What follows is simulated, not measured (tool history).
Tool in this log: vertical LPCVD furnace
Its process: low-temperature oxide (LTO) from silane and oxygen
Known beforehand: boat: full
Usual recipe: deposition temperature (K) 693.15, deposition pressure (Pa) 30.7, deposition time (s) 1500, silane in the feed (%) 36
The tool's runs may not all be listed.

run,day,deposition temperature (K),deposition pressure (Pa),deposition time (s),silane in the feed (%),"read-back reference wafer on the same gauge, thickness",film thickness on the monitor wafer in the middle of the boat (angstrom)
1,0.000,693.15,30.7,1500,36,278.05,2714.7
2,1.879,693.15,30.7,1500,36,277.67,2706.2
3,3.867,688.15,30.7,1500,31,277.82,2102.7
4,7.846,688.15,30.7,1500,31,278.09,2097.8
5,11.062,693.15,30.7,1500,36,277.79,2722.0
6,15.071,693.15,30.7,1500,36,277.82,2722.3
7,17.708,693.15,25.3,1500,36,278.00,2277.4
# day 19.938: silane flow controller replaced
8,20.362,693.15,25.3,1500,36,278.43,2269.6
9,24.117,693.15,30.7,1500,36,277.85,2763.4
# day 27.783: thermocouples replaced and temperature profile calibrated
10,27.804,690.15,34.7,1500,36,277.95,2981.1
# day 29.121: gauge calibrated
# day 29.325: pressure gauge zeroed
11,29.858,686.15,35.3,1500,36,278.18,2830.9
12,32.038,693.15,25.3,1500,36,278.38,2208.0
13,35.058,693.15,33.3,1500,32,277.56,2476.1
14,39.508,693.15,30.7,1050,33,277.80,1667.0
15,42.871,682.15,28.0,1500,42,277.92,2582.6
16,46.258,682.15,30.7,1500,36,278.17,2378.4
17,49.246,693.15,30.7,1290,36,277.99,2303.8
18,52.450,693.15,30.7,1500,36,278.29,2677.2
19,56.229,693.15,30.7,1500,36,277.87,2705.9

Some steps in film thickness on the monitor wafer in the middle of the boat (angstrom) between neighbouring runs. How much of each would the tool show without its hidden state too (settings, what came in, random variation), and how much is left for the hidden state, with any gauge scatter that isn't in both results?
Hidden state at play: true tube temperature minus thermocouple reading, K; true pressure minus gauge reading, mTorr; deviation of the silane flow from its setpoint, %; gauge reads high (%).
Run 10 -> 11: deposition temperature (K) 690.15 -> 686.15, deposition pressure (Pa) 34.7 -> 35.3, gauge calibrated, pressure gauge zeroed. film thickness on the monitor wafer in the middle of the boat (angstrom) -150.2: hidden state -75.0, all else -75.2.
Run 14 -> 15: deposition temperature (K) 693.15 -> 682.15, deposition pressure (Pa) 30.7 -> 28.0, deposition time (s) 1050 -> 1500, silane in the feed (%) 33 -> 42. film thickness on the monitor wafer in the middle of the boat (angstrom) +915.6: hidden state +13.8, all else +901.8.

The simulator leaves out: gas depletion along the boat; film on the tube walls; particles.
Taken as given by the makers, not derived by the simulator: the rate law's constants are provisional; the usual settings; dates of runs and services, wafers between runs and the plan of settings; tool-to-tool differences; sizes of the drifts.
